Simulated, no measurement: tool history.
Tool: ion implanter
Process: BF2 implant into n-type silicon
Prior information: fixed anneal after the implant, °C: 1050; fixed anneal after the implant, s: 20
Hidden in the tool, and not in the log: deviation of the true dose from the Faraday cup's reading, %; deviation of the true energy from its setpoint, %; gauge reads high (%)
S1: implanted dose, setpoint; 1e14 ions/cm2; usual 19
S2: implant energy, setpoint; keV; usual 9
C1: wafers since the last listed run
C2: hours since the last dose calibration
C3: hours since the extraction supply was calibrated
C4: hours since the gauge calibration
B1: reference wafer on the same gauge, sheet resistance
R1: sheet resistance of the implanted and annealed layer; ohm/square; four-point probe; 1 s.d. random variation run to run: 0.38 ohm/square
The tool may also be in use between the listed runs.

run	hour	S1	S2	C1	C2	C3	C4	B1	R1
1	0	19	9	0	1111.2	1307.3	503.3	160.02	144.35
2	28.2	19	9	803	1139.4	1335.5	531.5	160.02	143.89
3	62.9	19	9	989	1174.1	1370.2	566.2	160.11	144.51
4	115.1	19	9	1487	1226.3	1422.4	618.4	160.02	143.86
5	185.3	19	9	2000	1296.5	1492.6	688.6	159.94	143.62
6	210	21.35	11.5	704	1321.2	1517.3	713.3	159.97	134.01
7	249.3	19	11	1120	1360.5	1556.6	752.6	159.97	138.05
8	294.9	19	9	1299	1406.1	1602.2	798.2	159.94	144.58
9	357.9	19	9	1795	1469.1	1665.2	861.2	160.09	144.24
10	396.6	19	9	1103	1507.8	1703.9	899.9	159.92	143.71
11	449	19	9	1493	1560.2	1756.3	952.3	159.97	144.58
12	511.8	19	9	1789	1623	1819.1	1015.1	160.03	144.01
# hour 566.6: gauge calibrated
13	572	16.52	11.5	1715	1683.2	1879.3	5.4	159.96	141.58
14	627.6	19	9	1584	1738.8	1934.9	61	159.84	143.77
15	653.7	16.72	8	743	1764.9	1961	87.1	160.01	152.34
16	679.8	22.79	7	743	1791	1987.1	113.2	160.01	144.81
17	744.1	23.21	6.5	1832	1855.3	2051.4	177.5	159.91	145.99
# hour 782.9: Faraday cup replaced and dose calibrated
# hour 843.9: extraction supply calibrated
18	892.3	19	9	3768	109.4	48.4	325.7	160.03	144.27
19	938.2	19	10.5	1308	155.3	94.3	371.6	160	139.33
20	1010	19	9	2046	227.1	166.1	443.4	160.05	144.03

Run 21, settings as shown, results not yet in. Your forecast:
21	1062.3	23.37	10	1490	279.4	218.4	495.7	?	?

Run 21 produced B1 159.93, R1 135.57 ohm/square.
On a tool with no hidden condition, and with the same random variation, this run would have come out at R1 135.57 ohm/square.
